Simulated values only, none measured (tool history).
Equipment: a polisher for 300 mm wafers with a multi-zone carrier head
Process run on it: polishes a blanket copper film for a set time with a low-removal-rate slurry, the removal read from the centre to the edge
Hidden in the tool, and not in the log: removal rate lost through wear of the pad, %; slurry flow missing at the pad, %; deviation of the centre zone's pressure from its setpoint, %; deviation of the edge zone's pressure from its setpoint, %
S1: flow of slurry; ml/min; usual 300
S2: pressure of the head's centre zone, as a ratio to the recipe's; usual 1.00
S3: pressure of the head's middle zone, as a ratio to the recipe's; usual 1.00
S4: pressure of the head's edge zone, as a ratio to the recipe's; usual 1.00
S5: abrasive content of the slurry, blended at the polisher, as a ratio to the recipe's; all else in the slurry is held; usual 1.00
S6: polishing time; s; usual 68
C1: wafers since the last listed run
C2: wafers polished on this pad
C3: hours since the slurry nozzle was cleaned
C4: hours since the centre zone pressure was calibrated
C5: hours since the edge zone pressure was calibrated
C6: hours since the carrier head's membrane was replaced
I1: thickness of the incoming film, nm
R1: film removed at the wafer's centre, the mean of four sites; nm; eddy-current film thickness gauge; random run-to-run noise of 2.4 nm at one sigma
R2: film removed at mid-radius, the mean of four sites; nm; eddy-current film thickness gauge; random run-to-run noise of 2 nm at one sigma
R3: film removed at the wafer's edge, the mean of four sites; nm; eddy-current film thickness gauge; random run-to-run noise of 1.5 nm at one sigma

run 1 day=0.000 | S1=300 S2=1.00 S3=1.00 S4=1.00 S5=1.00 S6=68 | C1=0 C2=3258 C3=242.1 C4=198.2 C5=739.2 C6=339.9 | I1=791.5 | R1=177.1 R2=184.4 R3=180.2
run 2 day=1.608 | S1=300 S2=1.00 S3=1.00 S4=0.96 S5=1.00 S6=68 | C1=360 C2=3618 C3=280.7 C4=236.8 C5=777.8 C6=378.5 | I1=776.2 | R1=174.3 R2=182.1 R3=175.7
run 3 day=5.962 | S1=300 S2=1.00 S3=1.00 S4=0.96 S5=1.00 S6=68 | C1=975 C2=4594 C3=385.2 C4=341.3 C5=882.3 C6=483.0 | I1=786.7 | R1=172.2 R2=178.8 R3=173.8
-- day=7.050 carrier head's membrane replaced by a new one
-- day=9.612 worn pad replaced by a new one
run 4 day=10.071 | S1=300 S2=1.00 S3=1.00 S4=0.96 S5=1.00 S6=68 | C1=836 C2=102 C3=483.8 C4=439.9 C5=980.9 C6=72.5 | I1=780.3 | R1=182.6 R2=191.6 R3=186.7
run 5 day=12.012 | S1=265 S2=0.91 S3=1.00 S4=1.00 S5=1.00 S6=68 | C1=435 C2=537 C3=530.4 C4=486.5 C5=1027.5 C6=119.1 | I1=772.3 | R1=159.6 R2=180.8 R3=181.3
-- day=15.046 slurry nozzle cleaned
run 6 day=16.333 | S1=300 S2=1.00 S3=1.00 S4=1.00 S5=1.00 S6=68 | C1=958 C2=1496 C3=30.9 C4=590.2 C5=1131.2 C6=222.8 | I1=785.5 | R1=185.6 R2=190.7 R3=185.4
-- day=17.138 centre zone pressure recalibrated
run 7 day=19.792 | S1=235 S2=1.12 S3=1.00 S4=1.00 S5=1.00 S6=81 | C1=756 C2=2252 C3=113.9 C4=63.7 C5=1214.2 C6=305.8 | I1=778.3 | R1=223.9 R2=213.8 R3=212.1
run 8 day=24.129 | S1=300 S2=1.00 S3=1.00 S4=1.00 S5=0.75 S6=56 | C1=971 C2=3224 C3=218.0 C4=167.8 C5=1318.3 C6=409.9 | I1=789.3 | R1=132.9 R2=140.1 R3=138.0
-- day=27.133 edge zone pressure recalibrated
run 9 day=27.733 | S1=235 S2=1.00 S3=1.00 S4=1.00 S5=1.25 S6=68 | C1=788 C2=4013 C3=304.5 C4=254.3 C5=14.4 C6=496.4 | I1=768.2 | R1=178.2 R2=183.7 R3=183.7
-- day=29.892 carrier head's membrane replaced by a new one
run 10 day=30.762 | S1=300 S2=0.90 S3=1.00 S4=1.00 S5=0.85 S6=51 | C1=632 C2=4645 C3=377.2 C4=327.0 C5=87.1 C6=20.9 | I1=774.6 | R1=115.1 R2=128.4 R3=127.3
-- day=32.067 worn pad replaced by a new one
run 11 day=33.962 | S1=300 S2=1.00 S3=0.91 S4=1.00 S5=1.00 S6=68 | C1=679 C2=425 C3=454.0 C4=403.8 C5=163.9 C6=97.7 | I1=779.5 | R1=185.3 R2=182.7 R3=188.5
run 12 day=36.412 | S1=330 S2=1.00 S3=1.00 S4=1.00 S5=1.00 S6=86 | C1=548 C2=974 C3=512.8 C4=462.6 C5=222.7 C6=156.5 | I1=776.5 | R1=229.1 R2=238.2 R3=236.4
run 13 day=38.496 | S1=300 S2=1.11 S3=1.00 S4=1.00 S5=0.90 S6=68 | C1=466 C2=1440 C3=562.8 C4=512.6 C5=272.7 C6=206.5 | I1=770.0 | R1=184.2 R2=175.4 R3=177.1
-- day=41.888 slurry nozzle cleaned
run 14 day=41.996 | S1=330 S2=1.00 S3=1.00 S4=1.00 S5=1.00 S6=86 | C1=774 C2=2215 C3=2.6 C4=596.6 C5=356.7 C6=290.5 | I1=785.6 | R1=230.9 R2=237.5 R3=236.2
-- day=42.267 centre zone pressure recalibrated
run 15 day=45.300 | S1=300 S2=1.00 S3=0.89 S4=1.00 S5=1.00 S6=90 | C1=721 C2=2937 C3=81.9 C4=72.8 C5=436.0 C6=369.8 | I1=778.3 | R1=240.2 R2=230.7 R3=244.7
run 16 day=49.592 | S1=300 S2=0.91 S3=0.94 S4=1.00 S5=0.80 S6=68 | C1=961 C2=3898 C3=184.9 C4=175.8 C5=539.0 C6=472.8 | I1=787.7 | R1=157.1 R2=168.9 R3=169.9
run 17 day=52.675 | S1=300 S2=1.00 S3=1.00 S4=1.11 S5=0.85 S6=68 | C1=690 C2=4589 C3=258.9 C4=249.8 C5=613.0 C6=546.8 | I1=775.5 | R1=166.1 R2=172.5 R3=179.5
run 18 day=56.962 | S1=300 S2=1.00 S3=1.00 S4=1.08 S5=1.00 S6=53 | C1=960 C2=5550 C3=361.8 C4=352.7 C5=715.9 C6=649.7 | I1=774.0 | R1=134.1 R2=140.6 R3=143.2
-- day=57.179 worn pad replaced by a new one
-- day=57.246 carrier head's membrane replaced by a new one
run 19 day=60.200 | S1=300 S2=0.88 S3=0.94 S4=0.96 S5=1.00 S6=68 | C1=673 C2=662 C3=439.5 C4=430.4 C5=793.6 C6=70.9 | I1=781.9 | R1=163.7 R2=183.7 R3=186.3
run 20 day=61.883 | S1=300 S2=1.00 S3=1.00 S4=1.00 S5=1.00 S6=68 | C1=377 C2=1039 C3=479.9 C4=470.8 C5=834.0 C6=111.3 | I1=780.9 | R1=181.0 R2=188.6 R3=186.4
-- day=63.442 slurry nozzle cleaned
-- day=63.846 centre zone pressure recalibrated
run 21 day=65.429 | S1=300 S2=1.00 S3=1.00 S4=1.00 S5=1.00 S6=68 | C1=766 C2=1805 C3=47.7 C4=38.0 C5=919.1 C6=196.4 | I1=777.9 | R1=185.6 R2=189.8 R3=188.0
run 22 day=67.929 | S1=365 S2=0.91 S3=1.07 S4=1.00 S5=1.00 S6=68 | C1=560 C2=2365 C3=107.7 C4=98.0 C5=979.1 C6=256.4 | I1=764.7 | R1=169.1 R2=198.2 R3=189.4

Below, some changes in R1 between adjacent runs. For each, the amount present without the hidden state too (settings, incoming material, random variation) and the amount remaining for the hidden state with gauge scatter not shared by both compared results:
Run 3 -> 4: carrier head's membrane replaced by a new one, worn pad replaced by a new one. R1 +10.4 nm: hidden state +11.8, all else -1.4.
Run 7 -> 8: S1 235 -> 300, S2 1.12 -> 1.00, S5 1.00 -> 0.75, S6 81 -> 56. R1 -91.0 nm: hidden state +6.6, all else -97.6.
Run 11 -> 12: S1 300 -> 330, S3 0.91 -> 1.00, S6 68 -> 86. R1 +43.8 nm: hidden state -11.5, all else +55.3.
Run 15 -> 16: S2 1.00 -> 0.91, S3 0.89 -> 0.94, S5 1.00 -> 0.80, S6 90 -> 68. R1 -83.1 nm: hidden state +6.0, all else -89.1.
